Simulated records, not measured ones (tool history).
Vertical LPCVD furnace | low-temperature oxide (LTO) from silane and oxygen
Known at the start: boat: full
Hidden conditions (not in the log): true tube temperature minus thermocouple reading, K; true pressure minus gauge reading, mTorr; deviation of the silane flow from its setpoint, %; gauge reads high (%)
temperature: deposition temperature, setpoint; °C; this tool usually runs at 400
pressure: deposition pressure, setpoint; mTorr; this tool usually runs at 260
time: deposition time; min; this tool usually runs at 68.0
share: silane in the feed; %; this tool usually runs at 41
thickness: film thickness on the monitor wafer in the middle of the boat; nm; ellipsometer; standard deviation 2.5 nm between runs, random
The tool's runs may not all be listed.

run,hour,temperature,pressure,time,share,wafers since the last listed run,hours since the last temperature calibration,hours since the pressure gauge was zeroed,hours since the silane flow controller was replaced,hours since the gauge calibration,"read-back reference wafer on the same gauge, thickness",thickness
1,0.0,403,260,68.0,41,0,4331.0,3243.2,3290.9,341.3,855.83,893.60
2,16.8,400,230,68.0,41,157,4347.8,3260.0,3307.7,358.1,855.67,762.85
3,39.9,400,230,68.0,41,216,4370.9,3283.1,3330.8,381.2,855.77,768.60
4,54.8,400,260,68.0,36,139,4385.8,3298.0,3345.7,396.1,855.96,739.32
5,77.4,400,260,68.0,41,211,4408.4,3320.6,3368.3,418.7,856.19,865.22
6,113.4,400,260,68.0,41,337,4444.4,3356.6,3404.3,454.7,856.55,865.53
7,148.4,400,260,68.0,41,327,4479.4,3391.6,3439.3,489.7,855.42,865.46
8,172.1,400,260,68.0,41,222,4503.1,3415.3,3463.0,513.4,856.42,858.97
9,188.8,400,260,68.0,41,156,4519.8,3432.0,3479.7,530.1,856.31,859.71
10,224.8,400,260,68.0,41,337,4555.8,3468.0,3515.7,566.1,856.00,867.95
11,243.4,400,260,68.0,41,174,4574.4,3486.6,3534.3,584.7,856.16,861.14
12,348.6,400,260,68.0,41,985,4679.6,3591.8,3639.5,689.9,856.73,864.68
# hour 392.9: thermocouples replaced and temperature profile calibrated
13,393.4,400,260,92.0,45,194,0.5,3636.6,3684.3,734.7,855.15,1291.31
14,398.7,400,260,68.0,41,49,5.8,3641.9,3689.6,740.0,856.06,865.81
15,420.0,400,260,48.5,41,199,27.1,3663.2,3710.9,761.3,856.38,618.87
# hour 447.5: silane flow controller replaced
16,448.0,393,235,68.0,47,37,55.1,3691.2,0.5,789.3,855.90,835.21
# hour 462.5: gauge calibrated
17,478.0,400,275,68.0,38,281,85.1,3721.2,30.5,15.5,856.30,834.46
18,511.7,400,260,85.5,45,315,118.8,3754.9,64.2,49.2,855.85,1197.24
19,537.2,400,320,90.0,41,238,144.3,3780.4,89.7,74.7,855.71,1401.63
20,566.2,400,260,68.0,41,271,173.3,3809.4,118.7,103.7,855.67,868.80
# hour 601.6: pressure gauge zeroed
21,602.1,400,235,55.0,41,111,209.2,0.5,154.6,139.6,856.30,633.64
22,614.7,400,260,68.0,37,118,221.8,13.1,167.2,152.2,856.69,762.45
23,629.9,406,260,77.0,41,142,237.0,28.3,182.4,167.4,855.91,1042.95
24,737.0,393,260,50.5,41,1003,344.1,135.4,289.5,274.5,855.32,594.25
25,755.5,400,260,68.0,41,173,362.6,153.9,308.0,293.0,856.47,864.27

5 options for the next run, each taken on its own from the tool as it stands now. Forecast them:
A,760.9,400,260,68.0,41,50,368.0,159.3,313.4,298.4,?,?
B,760.9,391,260,86.0,41,50,368.0,159.3,313.4,298.4,?,?
C,760.9,400,260,68.0,34,50,368.0,159.3,313.4,298.4,?,?
D,760.9,400,200,68.0,46,50,368.0,159.3,313.4,298.4,?,?
E,760.9,394,260,68.0,41,50,368.0,159.3,313.4,298.4,?,?

run,"read-back reference wafer on the same gauge, thickness",thickness
A,855.74,869.66
B,855.74,994.93
C,855.74,686.01
D,855.74,757.17
E,855.74,813.75
With no hidden state in the tool, these same runs would have given:
run,thickness
A,869.66
B,994.93
C,686.01
D,757.17
E,813.75

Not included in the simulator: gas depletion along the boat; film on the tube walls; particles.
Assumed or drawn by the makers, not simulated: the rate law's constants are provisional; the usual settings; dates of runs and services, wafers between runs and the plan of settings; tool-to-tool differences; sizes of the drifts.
